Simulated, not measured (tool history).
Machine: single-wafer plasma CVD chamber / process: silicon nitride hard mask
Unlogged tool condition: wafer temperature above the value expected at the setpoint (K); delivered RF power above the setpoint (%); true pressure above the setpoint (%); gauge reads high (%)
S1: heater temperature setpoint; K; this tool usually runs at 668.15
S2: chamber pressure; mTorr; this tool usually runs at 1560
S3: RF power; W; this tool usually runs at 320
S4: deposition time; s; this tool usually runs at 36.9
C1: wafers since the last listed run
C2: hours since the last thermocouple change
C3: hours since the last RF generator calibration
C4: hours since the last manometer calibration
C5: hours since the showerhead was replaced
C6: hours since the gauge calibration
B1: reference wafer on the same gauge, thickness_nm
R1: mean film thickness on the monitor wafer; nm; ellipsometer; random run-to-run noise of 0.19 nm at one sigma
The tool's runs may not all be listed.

run,hour,S1,S2,S3,S4,C1,C2,C3,C4,C5,C6,B1,R1
1,0.0,668.15,1560,320,36.9,0,1871.0,804.0,1956.1,2748.7,431.1,35.098,41.453
2,14.2,668.15,1560,320,36.9,314,1885.2,818.2,1970.3,2762.9,445.3,35.110,41.350
3,29.3,668.15,1560,320,36.9,333,1900.3,833.3,1985.4,2778.0,460.4,35.093,41.502
4,64.3,668.15,1560,320,41.3,773,1935.3,868.3,2020.4,2813.0,495.4,35.046,46.460
5,92.6,668.15,1560,320,41.3,625,1963.6,896.6,2048.7,2841.3,523.7,35.104,46.706
6,111.9,668.15,1560,320,36.9,426,1982.9,915.9,2068.0,2860.6,543.0,35.038,41.484
7,143.2,668.15,1560,320,36.9,692,2014.2,947.2,2099.3,2891.9,574.3,35.131,41.216
8,200.3,668.15,1560,320,36.9,1262,2071.3,1004.3,2156.4,2949.0,631.4,35.095,40.544
9,217.7,668.15,1560,320,36.9,384,2088.7,1021.7,2173.8,2966.4,648.8,35.131,40.795
10,230.2,674.15,1560,320,36.9,276,2101.2,1034.2,2186.3,2978.9,661.3,35.143,40.686
11,259.0,674.15,1560,320,36.9,636,2130.0,1063.0,2215.1,3007.7,690.1,35.140,40.524
# hour 269.1: gauge calibrated
12,274.0,674.15,1560,320,36.9,331,2145.0,1078.0,2230.1,3022.7,4.9,35.116,40.130

Run 13, settings as shown, results not yet in. Your forecast:
13,289.5,668.15,1560,320,36.9,342,2160.5,1093.5,2245.6,3038.2,20.4,?,?

B1: 35.050
R1: 40.307 nm
Take away the tool's hidden state, keep the run-to-run variation as it was, and the same run would have given R1 43.649 nm.

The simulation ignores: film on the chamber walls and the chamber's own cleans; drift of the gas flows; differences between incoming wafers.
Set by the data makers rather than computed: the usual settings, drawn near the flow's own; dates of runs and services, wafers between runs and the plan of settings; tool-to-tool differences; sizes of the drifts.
